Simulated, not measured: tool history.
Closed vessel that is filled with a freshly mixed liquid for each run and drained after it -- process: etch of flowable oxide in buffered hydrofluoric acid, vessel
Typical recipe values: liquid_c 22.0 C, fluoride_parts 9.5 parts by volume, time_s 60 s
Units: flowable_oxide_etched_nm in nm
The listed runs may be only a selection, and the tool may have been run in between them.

run,hour,liquid_c,fluoride_parts,time_s,"read-back film thickness of the flowable oxide reference wafer, read on the same gauge (nm)",flowable_oxide_etched_nm
1,0.0,22.0,9.5,70,49.95,371.92
2,79.7,22.0,9.5,70,49.96,375.77
3,149.8,22.0,9.5,60,50.03,320.13
4,255.3,22.0,9.5,60,50.02,319.66
5,341.9,22.0,9.5,60,49.97,319.56
6,398.9,22.0,9.5,60,49.97,318.94
7,466.5,22.0,9.5,60,49.98,318.03
8,542.4,22.0,9.5,60,50.03,318.11
9,605.9,22.0,9.5,60,50.03,320.83
# hour 623.3: thermometer replaced
10,679.8,22.0,9.5,60,49.97,319.81
11,748.8,22.0,9.5,60,49.99,321.38
# hour 781.1: hydrofluoric acid flow meter replaced
12,803.4,22.0,9.5,60,49.98,319.27
13,855.9,22.0,9.5,40,50.00,211.62
14,893.6,19.0,9.5,60,49.98,267.15
15,988.0,22.0,9.5,70,50.00,372.59
16,1094.4,17.0,8.0,90,49.95,424.79
17,1135.1,26.5,9.5,85,49.96,577.40
18,1228.6,22.0,9.5,95,49.97,506.58
19,1300.7,22.0,9.5,60,50.00,321.95
# hour 1329.1: gauge calibrated
20,1376.2,27.0,13.0,30,49.98,157.42
21,1475.6,22.0,9.5,60,50.01,317.39
22,1531.3,25.0,7.0,95,50.04,817.50
23,1844.6,22.0,13.0,45,50.01,178.47
24,1916.8,22.0,9.5,60,49.99,318.00
# hour 1969.2: hydrofluoric acid flow meter replaced
25,1972.7,25.0,8.0,60,49.97,444.57
26,2036.2,22.0,9.5,60,50.00,316.10
27,2130.1,24.0,6.5,70,50.04,597.15
28,2168.8,22.0,9.5,80,50.04,423.75
29,2204.9,25.0,7.0,95,49.98,811.31
30,2246.4,22.0,9.5,45,49.98,239.96
31,2290.9,22.0,9.5,45,49.96,240.92

Run 32 has not been measured yet. What should we expect?
32,2360.0,22.0,9.5,60,?,?

read-back film thickness of the flowable oxide reference wafer, read on the same gauge (nm): 50.00
flowable_oxide_etched_nm: 317.47 nm
If the tool had no hidden condition, the same run with the same run-to-run variation would have returned flowable_oxide_etched_nm 317.47 nm.

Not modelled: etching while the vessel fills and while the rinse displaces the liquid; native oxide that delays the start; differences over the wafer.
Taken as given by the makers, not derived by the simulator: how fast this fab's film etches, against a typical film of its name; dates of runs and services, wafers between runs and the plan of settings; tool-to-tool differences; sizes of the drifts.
